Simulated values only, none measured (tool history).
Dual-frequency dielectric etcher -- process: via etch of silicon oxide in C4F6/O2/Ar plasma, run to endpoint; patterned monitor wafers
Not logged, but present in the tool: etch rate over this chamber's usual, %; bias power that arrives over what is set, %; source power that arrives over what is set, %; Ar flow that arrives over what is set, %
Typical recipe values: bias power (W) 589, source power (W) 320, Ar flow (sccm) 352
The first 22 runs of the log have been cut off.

| run | hour | bias power (W) | source power (W) | Ar flow (sccm) | wafers since the last listed run | hours since the last wet clean | hours since the last bias power generator calibration | hours since the last source power generator calibration | hours since the last Ar flow controller change | hours since the last upper electrode change | incoming incoming film thickness, nm | endpoint time (s) |
|---|---|---|---|---|---|---|---|---|---|---|---|---|
| 23 | 1730.9 | 650 | 320 | 405 | 735 | 529.4 | 4384.9 | 938.1 | 78.8 | 257.1 | 104.4 | 23.4 |
|  | 1757.7 | bias power generator calibrated |
| 24 | 1809.0 | 589 | 360 | 352 | 1236 | 607.5 | 51.3 | 1016.2 | 156.9 | 335.2 | 104.3 | 22.6 |
|  | 1861.1 | wet clean of the chamber |
| 25 | 2005.6 | 526 | 300 | 320 | 2880 | 144.5 | 247.9 | 1212.8 | 353.5 | 531.8 | 104.8 | 24.5 |
| 26 | 2233.8 | 589 | 320 | 440 | 3808 | 372.7 | 476.1 | 1441.0 | 581.7 | 760.0 | 105.7 | 24.3 |
| 27 | 2274.5 | 589 | 320 | 352 | 679 | 413.4 | 516.8 | 1481.7 | 622.4 | 800.7 | 104.0 | 23.4 |
| 28 | 2381.3 | 589 | 320 | 352 | 1782 | 520.2 | 623.6 | 1588.5 | 729.2 | 907.5 | 104.4 | 23.5 |
| 29 | 2418.3 | 589 | 320 | 352 | 617 | 557.2 | 660.6 | 1625.5 | 766.2 | 944.5 | 104.9 | 23.8 |
| 30 | 2506.7 | 589 | 400 | 401 | 1475 | 645.6 | 749.0 | 1713.9 | 854.6 | 1032.9 | 104.1 | 21.4 |

3 ways to go on from here, each from the tool as it stands after run 30. What would each give?
| A | 2507.1 | 589 | 320 | 403 | 6 | 646.0 | 749.4 | 1714.3 | 855.0 | 1033.3 | 105.5 | ? |
| B | 2507.1 | 589 | 280 | 352 | 6 | 646.0 | 749.4 | 1714.3 | 855.0 | 1033.3 | 105.5 | ? |
| C | 2507.1 | 457 | 270 | 352 | 6 | 646.0 | 749.4 | 1714.3 | 855.0 | 1033.3 | 105.5 | ? |

| run | endpoint time (s) |
|---|---|
| A | 24.4 |
| B | 26.1 |
| C | 28.6 |
Had the tool no hidden state, the same runs would have come out as:
| run | endpoint time (s) |
|---|---|
| A | 23.2 |
| B | 24.8 |
| C | 27.3 |
